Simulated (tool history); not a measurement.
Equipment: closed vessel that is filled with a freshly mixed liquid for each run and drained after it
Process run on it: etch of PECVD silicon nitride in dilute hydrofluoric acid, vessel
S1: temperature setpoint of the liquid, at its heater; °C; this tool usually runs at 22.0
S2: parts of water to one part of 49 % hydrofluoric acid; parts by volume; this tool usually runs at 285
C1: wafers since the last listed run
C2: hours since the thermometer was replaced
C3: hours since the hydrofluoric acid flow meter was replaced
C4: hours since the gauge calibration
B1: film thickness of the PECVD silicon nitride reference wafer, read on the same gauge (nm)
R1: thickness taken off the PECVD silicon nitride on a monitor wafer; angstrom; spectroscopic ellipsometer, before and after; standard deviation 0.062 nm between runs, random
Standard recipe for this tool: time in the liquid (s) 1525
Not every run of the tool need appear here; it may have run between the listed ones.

run 1 hour=0.0 | S1=22.0 S2=365 time_in_the_liquid_(s)=1525 | C1=0 C2=1640.2 C3=1028.5 C4=245.0 | B1=30.00 | R1=75.5
run 2 hour=25.5 | S1=22.0 S2=365 time_in_the_liquid_(s)=1525 | C1=779 C2=1665.7 C3=1054.0 C4=270.5 | B1=30.00 | R1=76.1
run 3 hour=62.9 | S1=21.0 S2=285 time_in_the_liquid_(s)=2225 | C1=1143 C2=1703.1 C3=1091.4 C4=307.9 | B1=30.02 | R1=131.9
run 4 hour=124.2 | S1=21.0 S2=285 time_in_the_liquid_(s)=2225 | C1=1874 C2=1764.4 C3=1152.7 C4=369.2 | B1=30.02 | R1=131.3
run 5 hour=148.3 | S1=21.0 S2=285 time_in_the_liquid_(s)=2225 | C1=736 C2=1788.5 C3=1176.8 C4=393.3 | B1=30.04 | R1=132.6
run 6 hour=185.4 | S1=22.0 S2=285 time_in_the_liquid_(s)=1525 | C1=1134 C2=1825.6 C3=1213.9 C4=430.4 | B1=30.02 | R1=95.8
-- hour=190.1 hydrofluoric acid flow meter replaced
-- hour=207.6 gauge calibrated
run 7 hour=218.8 | S1=22.0 S2=285 time_in_the_liquid_(s)=1525 | C1=990 C2=1859.0 C3=28.7 C4=11.2 | B1=29.98 | R1=102.1
-- hour=243.2 thermometer replaced
run 8 hour=260.1 | S1=22.0 S2=285 time_in_the_liquid_(s)=1525 | C1=1232 C2=16.9 C3=70.0 C4=52.5 | B1=30.01 | R1=101.9
run 9 hour=301.9 | S1=22.0 S2=285 time_in_the_liquid_(s)=1525 | C1=1278 C2=58.7 C3=111.8 C4=94.3 | B1=29.98 | R1=100.8
run 10 hour=352.5 | S1=26.5 S2=160 time_in_the_liquid_(s)=1050 | C1=1547 C2=109.3 C3=162.4 C4=144.9 | B1=30.00 | R1=164.4
run 11 hour=377.7 | S1=22.0 S2=285 time_in_the_liquid_(s)=1525 | C1=770 C2=134.5 C3=187.6 C4=170.1 | B1=30.00 | R1=100.8
run 12 hour=422.5 | S1=19.5 S2=400 time_in_the_liquid_(s)=2000 | C1=1369 C2=179.3 C3=232.4 C4=214.9 | B1=30.01 | R1=81.1
run 13 hour=447.8 | S1=22.0 S2=285 time_in_the_liquid_(s)=1525 | C1=773 C2=204.6 C3=257.7 C4=240.2 | B1=29.99 | R1=100.6
run 14 hour=480.7 | S1=17.5 S2=225 time_in_the_liquid_(s)=1525 | C1=1006 C2=237.5 C3=290.6 C4=273.1 | B1=29.99 | R1=94.2
run 15 hour=534.9 | S1=19.5 S2=285 time_in_the_liquid_(s)=1525 | C1=1657 C2=291.7 C3=344.8 C4=327.3 | B1=29.99 | R1=85.8
run 16 hour=575.8 | S1=19.0 S2=285 time_in_the_liquid_(s)=1525 | C1=1250 C2=332.6 C3=385.7 C4=368.2 | B1=29.98 | R1=82.6
-- hour=600.6 gauge calibrated
run 17 hour=610.0 | S1=19.5 S2=325 time_in_the_liquid_(s)=2110 | C1=1045 C2=366.8 C3=419.9 C4=9.4 | B1=30.02 | R1=103.1

How the hidden state differs across the entries between the runs, from the last listed run before each to the first after it:
From run 6 to run 7: hydrofluoric acid flow meter replaced (hour 190.1); gauge calibrated (hour 207.6)
  hydrofluoric acid flow below the setpoint (%): 7.41 -> 0.897
  measured less the result without the state, R1: -7.5 -> -0.9 angstrom
From run 7 to run 8: thermometer replaced (hour 243.2)
  hydrofluoric acid flow below the setpoint (%): 0.897 -> 1.14
  measured less the result without the state, R1: -0.9 -> -1.1 angstrom
From run 16 to run 17: gauge calibrated (hour 600.6)
  hydrofluoric acid flow below the setpoint (%): 3.02 -> 3.23
  measured less the result without the state, R1: -2.4 -> -3.3 angstrom

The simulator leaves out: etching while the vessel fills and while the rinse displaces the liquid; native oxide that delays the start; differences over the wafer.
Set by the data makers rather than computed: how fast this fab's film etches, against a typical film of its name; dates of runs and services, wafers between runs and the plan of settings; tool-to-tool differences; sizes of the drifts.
